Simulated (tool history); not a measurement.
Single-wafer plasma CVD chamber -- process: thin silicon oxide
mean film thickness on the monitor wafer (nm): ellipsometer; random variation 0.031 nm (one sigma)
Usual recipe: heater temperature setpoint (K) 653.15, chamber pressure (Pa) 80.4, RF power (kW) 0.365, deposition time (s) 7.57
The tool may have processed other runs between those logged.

run	hour	heater temperature setpoint (K)	chamber pressure (Pa)	RF power (kW)	deposition time (s)	read-back reference wafer on the same gauge, thickness_nm	mean film thickness on the monitor wafer (nm)
1	0	653.15	80.4	0.365	7.57	12.6	11.898
2	66.6	653.15	80.4	0.365	7.57	12.596	11.828
3	129.4	653.15	80.4	0.365	7.57	12.602	11.894
# hour 172.2: thermocouple changed; heater temperature recalibrated
4	186.8	653.15	80.4	0.365	7.57	12.596	11.792
# hour 199.3: capacitance manometer re-zeroed and calibrated
5	219.7	653.15	80.4	0.365	7.57	12.605	12.042
6	256.8	653.15	80.4	0.425	7.57	12.599	13.126
7	292.6	660.15	80.4	0.365	7.18	12.603	11.418
8	322.8	668.15	80.4	0.365	7.57	12.604	11.965
9	390.5	653.15	88	0.365	7.57	12.606	13.139
10	438.7	639.15	60.9	0.295	7.57	12.605	7.835
11	493.7	653.15	80.4	0.365	6.9	12.591	10.962
12	561.7	653.15	89.3	0.365	7.57	12.598	13.322
# hour 577.6: gauge calibrated
13	598.7	653.15	80.4	0.365	7.57	12.605	12.015
14	633.1	653.15	80.4	0.365	7.57	12.602	12.029
15	662.3	639.15	64.1	0.34	6.87	12.61	8.407
# hour 712.9: RF generator calibrated
16	729.2	665.15	80.4	0.435	8.86	12.61	15.601
17	797.1	667.15	80.4	0.365	7.57	12.599	12.083
18	831.5	660.15	80.4	0.365	7.57	12.599	12.079
19	868.6	653.15	87.5	0.345	7.57	12.602	12.667
20	894.4	649.15	80.4	0.4	6.72	12.601	11.47
21	960.5	653.15	80.4	0.365	7.07	12.601	11.305
22	1010.5	661.15	80.4	0.365	8.28	12.595	13.172
23	1062.6	653.15	80.4	0.365	8.61	12.605	13.781
24	1139	663.15	66.5	0.325	8.19	12.6	9.921
25	1204	653.15	60.8	0.365	7.57	12.595	9.146
26	1259.9	653.15	80.4	0.325	8.9	12.595	12.981
27	1327.7	639.15	64.1	0.34	6.87	12.591	8.329

Below, some changes in mean film thickness on the monitor wafer (nm) between adjacent runs. For each, the amount present without the hidden state too (settings, incoming material, random variation) and the amount remaining for the hidden state with gauge scatter not shared by both compared results:
Hidden state at play: wafer temperature above the value expected at the setpoint (K); delivered RF power above the setpoint (%); true pressure above the setpoint (%); gauge reads high (%).
Run 4 -> 5: capacitance manometer re-zeroed and calibrated. mean film thickness on the monitor wafer (nm) +0.25: hidden state +0.235, all else +0.015.
Run 9 -> 10: heater temperature setpoint (K) 653.15 -> 639.15, chamber pressure (Pa) 88 -> 60.9, RF power (kW) 0.365 -> 0.295. mean film thickness on the monitor wafer (nm) -5.304: hidden state +0.052, all else -5.356.
Run 15 -> 16: heater temperature setpoint (K) 639.15 -> 665.15, chamber pressure (Pa) 64.1 -> 80.4, RF power (kW) 0.34 -> 0.435, deposition time (s) 6.87 -> 8.86, RF generator calibrated. mean film thickness on the monitor wafer (nm) +7.194: hidden state +0.123, all else +7.071.
